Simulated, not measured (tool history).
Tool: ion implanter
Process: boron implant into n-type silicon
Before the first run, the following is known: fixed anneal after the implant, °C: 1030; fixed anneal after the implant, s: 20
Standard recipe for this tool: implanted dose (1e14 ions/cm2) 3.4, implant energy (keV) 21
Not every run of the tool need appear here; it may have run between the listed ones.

| run | hour | implanted dose (1e14 ions/cm2) | implant energy (keV) | read-back reference wafer on the same gauge, sheet resistance | sheet resistance of the implanted and annealed layer (ohm/square) |
|---|---|---|---|---|---|
| 1 | 0 | 3.4 | 21 | 251.96 | 317.76 |
| 2 | 23.2 | 3.4 | 17 | 251.98 | 325.93 |
| 3 | 52.8 | 3.4 | 21 | 251.98 | 318.34 |
| 4 | 78.7 | 3.4 | 21 | 252.01 | 317.44 |
| 5 | 92.9 | 2.66 | 21 | 251.85 | 388.02 |
| 6 | 127.1 | 4.06 | 21 | 251.99 | 275.31 |
| 7 | 139.6 | 4.06 | 21 | 252.02 | 275.63 |
| 8 | 157 | 3.4 | 21 | 251.94 | 316.9 |
|  | 170.8 | gauge calibrated |
| 9 | 178.5 | 3.4 | 21 | 251.96 | 317.27 |
| 10 | 199.7 | 3.4 | 21 | 251.96 | 317.02 |
| 11 | 235.5 | 2.91 | 21 | 251.85 | 359.67 |
| 12 | 260 | 2.91 | 21 | 252.09 | 360.87 |
| 13 | 294.9 | 2.91 | 21 | 252 | 360.59 |
| 14 | 323.8 | 4.42 | 25 | 251.95 | 252.32 |
| 15 | 348.5 | 3.4 | 21 | 252.06 | 317.96 |
| 16 | 371 | 3.4 | 21 | 252.06 | 317.35 |
| 17 | 396.2 | 4.15 | 21 | 251.97 | 270.77 |
| 18 | 428.2 | 2.55 | 16.5 | 251.98 | 413.2 |
| 19 | 444.2 | 3.84 | 18.5 | 252.05 | 291.99 |
|  | 472.7 | extraction supply calibrated |
| 20 | 473.2 | 3.4 | 21 | 252.03 | 318.03 |
| 21 | 539.1 | 4.29 | 19 | 251.99 | 266.59 |
| 22 | 574.8 | 2.67 | 19 | 251.99 | 391.61 |
| 23 | 640.1 | 4.31 | 17 | 252.07 | 267.95 |
| 24 | 663 | 2.57 | 26 | 252.06 | 390.1 |
| 25 | 695.8 | 3.83 | 15.5 | 251.95 | 298.4 |
|  | 708.6 | Faraday cup replaced and dose calibrated |
| 26 | 723.3 | 3.4 | 21 | 252.04 | 310.62 |
| 27 | 759.2 | 2.91 | 21 | 252.01 | 351.08 |
| 28 | 776.6 | 4.19 | 21 | 251.94 | 262.55 |
| 29 | 807 | 3.4 | 17.5 | 252.04 | 316.22 |
| 30 | 838.3 | 3.14 | 21 | 251.98 | 331.44 |
| 31 | 861.4 | 2.61 | 25.5 | 251.96 | 377.17 |
| 32 | 885.5 | 2.76 | 21 | 251.89 | 368.15 |
| 33 | 899.9 | 2.65 | 14 | 251.91 | 399.56 |
| 34 | 918.4 | 4.06 | 27 | 251.99 | 262.64 |
| 35 | 952.3 | 3.4 | 18.5 | 252.05 | 316.49 |
| 36 | 981.4 | 3.4 | 21 | 252.02 | 312.23 |
| 37 | 1005.1 | 4.07 | 24 | 252.02 | 266.06 |
| 38 | 1065.1 | 3.4 | 17 | 252 | 319.73 |

Branching from run 38: 3 alternative next runs. What would each branch give?
| A | 1065.5 | 2.88 | 21 | ? | ? |
| B | 1065.5 | 3.06 | 28 | ? | ? |
| C | 1065.5 | 4.25 | 23.5 | ? | ? |

| run | read-back reference wafer on the same gauge, sheet resistance | sheet resistance of the implanted and annealed layer (ohm/square) |
|---|---|---|
| A | 252 | 356.93 |
| B | 252 | 329.62 |
| C | 252 | 257.1 |
Had the tool no hidden state, the same runs would have come out as:
| run | sheet resistance of the implanted and annealed layer (ohm/square) |
|---|---|
| A | 353.36 |
| B | 326.34 |
| C | 254.52 |
